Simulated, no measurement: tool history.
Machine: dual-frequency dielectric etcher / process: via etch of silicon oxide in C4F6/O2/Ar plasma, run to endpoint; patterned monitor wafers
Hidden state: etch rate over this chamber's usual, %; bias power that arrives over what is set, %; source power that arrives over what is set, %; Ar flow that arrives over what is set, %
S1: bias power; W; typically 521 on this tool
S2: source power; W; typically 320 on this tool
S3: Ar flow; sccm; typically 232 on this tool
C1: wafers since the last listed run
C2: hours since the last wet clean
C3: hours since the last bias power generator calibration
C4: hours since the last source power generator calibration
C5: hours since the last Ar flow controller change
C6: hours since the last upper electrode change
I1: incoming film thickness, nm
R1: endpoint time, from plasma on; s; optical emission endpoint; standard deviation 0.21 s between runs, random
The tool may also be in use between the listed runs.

| run | hour | S1 | S2 | S3 | C1 | C2 | C3 | C4 | C5 | C6 | I1 | R1 |
|---|---|---|---|---|---|---|---|---|---|---|---|---|
| 1 | 0 | 521 | 320 | 271 | 0 | 525.8 | 1755.4 | 461.3 | 2361.5 | 4219.9 | 166.8 | 36.5 |
|  | 100.6 | wet clean of the chamber |
| 2 | 101.1 | 521 | 320 | 271 | 870 | 0.5 | 1856.5 | 562.4 | 2462.6 | 4321 | 165.3 | 36.2 |
| 3 | 147.4 | 521 | 320 | 232 | 523 | 46.8 | 1902.8 | 608.7 | 2508.9 | 4367.3 | 167.4 | 35.6 |
| 4 | 237.2 | 521 | 320 | 232 | 1014 | 136.6 | 1992.6 | 698.5 | 2598.7 | 4457.1 | 167.5 | 36.5 |
| 5 | 344.1 | 521 | 320 | 232 | 1207 | 243.5 | 2099.5 | 805.4 | 2705.6 | 4564 | 169 | 36.3 |
| 6 | 445.1 | 521 | 260 | 232 | 1140 | 344.5 | 2200.5 | 906.4 | 2806.6 | 4665 | 166.7 | 39.3 |
| 7 | 515.6 | 521 | 260 | 232 | 796 | 415 | 2271 | 976.9 | 2877.1 | 4735.5 | 166.8 | 39.3 |
| 8 | 586.1 | 521 | 260 | 232 | 796 | 485.5 | 2341.5 | 1047.4 | 2947.6 | 4806 | 165.3 | 38.8 |
|  | 730.2 | wet clean of the chamber |
| 9 | 849 | 521 | 340 | 232 | 2698 | 118.8 | 2604.4 | 1310.3 | 3210.5 | 5068.9 | 166.9 | 35.4 |
| 10 | 924.2 | 521 | 340 | 232 | 849 | 194 | 2679.6 | 1385.5 | 3285.7 | 5144.1 | 167.5 | 35.6 |
| 11 | 1027.7 | 521 | 340 | 232 | 1169 | 297.5 | 2783.1 | 1489 | 3389.2 | 5247.6 | 166.8 | 35.4 |
|  | 1106.7 | Ar flow controller replaced |
|  | 1112 | source power generator calibrated |
| 12 | 1112.5 | 521 | 320 | 232 | 844 | 382.3 | 2867.9 | 0.5 | 5.8 | 5332.4 | 167 | 36.9 |
| 13 | 1180.3 | 521 | 320 | 232 | 765 | 450.1 | 2935.7 | 68.3 | 73.6 | 5400.2 | 166.5 | 36.6 |
|  | 1325.8 | wet clean of the chamber |
|  | 1348.9 | bias power generator calibrated |
|  | 1390.6 | upper electrode replaced |
|  | 1423 | source power generator calibrated, repeated, since the last time left the tool worse |
| 14 | 1438.8 | 521 | 370 | 232 | 2287 | 113 | 89.9 | 15.8 | 332.1 | 48.2 | 167.6 | 34.2 |
| 15 | 1530.6 | 521 | 340 | 232 | 1036 | 204.8 | 181.7 | 107.6 | 423.9 | 140 | 167 | 35 |
| 16 | 1614.9 | 521 | 320 | 232 | 952 | 289.1 | 266 | 191.9 | 508.2 | 224.3 | 165.2 | 35.6 |
| 17 | 1713.9 | 521 | 320 | 232 | 1118 | 388.1 | 365 | 290.9 | 607.2 | 323.3 | 167.2 | 36.1 |
| 18 | 1778.4 | 417 | 340 | 211 | 728 | 452.6 | 429.5 | 355.4 | 671.7 | 387.8 | 167.4 | 40.6 |
| 19 | 1847.2 | 597 | 380 | 232 | 777 | 521.4 | 498.3 | 424.2 | 740.5 | 456.6 | 168 | 31.4 |
|  | 1908.7 | wet clean of the chamber |
| 20 | 1954.6 | 600 | 320 | 232 | 942 | 45.9 | 605.7 | 531.6 | 847.9 | 564 | 167.1 | 33.3 |
| 21 | 2009.7 | 597 | 380 | 232 | 622 | 101 | 660.8 | 586.7 | 903 | 619.1 | 166.7 | 31.3 |
| 22 | 2070.5 | 521 | 320 | 264 | 686 | 161.8 | 721.6 | 647.5 | 963.8 | 679.9 | 166.1 | 36.4 |
| 23 | 2110 | 447 | 350 | 271 | 446 | 201.3 | 761.1 | 687 | 1003.3 | 719.4 | 166.3 | 38.5 |
| 24 | 2155.5 | 410 | 320 | 232 | 513 | 246.8 | 806.6 | 732.5 | 1048.8 | 764.9 | 168.2 | 41.7 |
| 25 | 2257.2 | 447 | 290 | 257 | 1148 | 348.5 | 908.3 | 834.2 | 1150.5 | 866.6 | 168.6 | 41.8 |
| 26 | 2334.5 | 521 | 320 | 232 | 873 | 425.8 | 985.6 | 911.5 | 1227.8 | 943.9 | 165.2 | 35.6 |
| 27 | 2387.8 | 406 | 320 | 283 | 602 | 479.1 | 1038.9 | 964.8 | 1281.1 | 997.2 | 168.9 | 43.6 |
| 28 | 2436.7 | 554 | 320 | 263 | 552 | 528 | 1087.8 | 1013.7 | 1330 | 1046.1 | 166.6 | 35.1 |

Below are 5 alternative next runs, each starting from the tool's condition after run 28. Predict each:
| A | 2437.1 | 521 | 320 | 232 | 4 | 528.4 | 1088.2 | 1014.1 | 1330.4 | 1046.5 | 166.5 | ? |
| B | 2437.1 | 418 | 350 | 250 | 4 | 528.4 | 1088.2 | 1014.1 | 1330.4 | 1046.5 | 166.5 | ? |
| C | 2437.1 | 471 | 250 | 232 | 4 | 528.4 | 1088.2 | 1014.1 | 1330.4 | 1046.5 | 166.5 | ? |
| D | 2437.1 | 521 | 380 | 287 | 4 | 528.4 | 1088.2 | 1014.1 | 1330.4 | 1046.5 | 166.5 | ? |
| E | 2437.1 | 521 | 350 | 232 | 4 | 528.4 | 1088.2 | 1014.1 | 1330.4 | 1046.5 | 166.5 | ? |

| run | R1 |
|---|---|
| A | 36.3 |
| B | 40.5 |
| C | 42.6 |
| D | 34.4 |
| E | 35 |
Had the tool no hidden state, the same runs would have come out as:
| run | R1 |
|---|---|
| A | 36 |
| B | 40.2 |
| C | 42.3 |
| D | 34.2 |
| E | 34.8 |

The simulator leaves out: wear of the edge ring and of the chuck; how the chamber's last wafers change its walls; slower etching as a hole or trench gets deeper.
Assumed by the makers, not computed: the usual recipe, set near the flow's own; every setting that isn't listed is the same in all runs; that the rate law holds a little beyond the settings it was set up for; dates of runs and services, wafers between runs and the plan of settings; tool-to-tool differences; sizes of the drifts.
